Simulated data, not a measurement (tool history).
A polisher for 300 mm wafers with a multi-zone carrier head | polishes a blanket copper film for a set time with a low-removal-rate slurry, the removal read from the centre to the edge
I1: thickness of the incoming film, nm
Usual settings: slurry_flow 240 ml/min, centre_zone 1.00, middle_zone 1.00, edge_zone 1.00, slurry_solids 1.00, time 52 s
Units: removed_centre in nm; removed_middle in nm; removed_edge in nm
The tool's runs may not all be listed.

Run 1, day 0.000: usual settings but centre_zone 1.03; I1 651.3. Result: removed_centre 150.6 nm, removed_middle 149.5 nm, removed_edge 150.6 nm.
Run 2, day 1.058: usual settings but middle_zone 0.89, edge_zone 0.90; I1 656.0. Result: removed_centre 148.2 nm, removed_middle 138.2 nm, removed_edge 146.6 nm.
At day 1.412: worn pad replaced by a new one.
At day 1.521: slurry nozzle cleaned.
Run 3, day 3.488: usual settings but centre_zone 0.93, middle_zone 1.08; I1 672.3. Result: removed_centre 149.4 nm, removed_middle 170.0 nm, removed_edge 161.0 nm.
Run 4, day 5.250: usual settings but middle_zone 1.08; I1 658.3. Result: removed_centre 154.4 nm, removed_middle 165.4 nm, removed_edge 155.5 nm.
Run 5, day 6.254: usual settings; I1 662.1. Result: removed_centre 152.1 nm, removed_middle 153.2 nm, removed_edge 152.6 nm.
Run 6, day 7.933: usual settings; I1 657.7. Result: removed_centre 151.2 nm, removed_middle 152.6 nm, removed_edge 153.2 nm.
Run 7, day 11.500: usual settings; I1 659.1. Result: removed_centre 148.4 nm, removed_middle 148.2 nm, removed_edge 150.2 nm.
Run 8, day 13.471: usual settings; I1 649.9. Result: removed_centre 144.0 nm, removed_middle 150.6 nm, removed_edge 151.7 nm.
Run 9, day 14.933: usual settings but middle_zone 0.96, slurry_solids 1.25; I1 663.6. Result: removed_centre 151.9 nm, removed_middle 151.4 nm, removed_edge 154.5 nm.
At day 16.042: slurry nozzle cleaned.
Run 10, day 16.092: usual settings but slurry_solids 1.25; I1 652.1. Result: removed_centre 150.8 nm, removed_middle 156.2 nm, removed_edge 156.4 nm.

The next listed run, before its measurement:
At day 17.767: worn pad replaced by a new one.
Run 11, day 20.371: usual settings but centre_zone 1.08, edge_zone 1.12, slurry_solids 0.90; I1 662.9. Result: removed_centre ?, removed_middle ?, removed_edge ?.

removed_centre: 168.6 nm
removed_middle: 160.4 nm
removed_edge: 169.1 nm
Without the tool's hidden state the same run would have given removed_centre 176.5 nm, removed_middle 167.9 nm, removed_edge 177.1 nm.
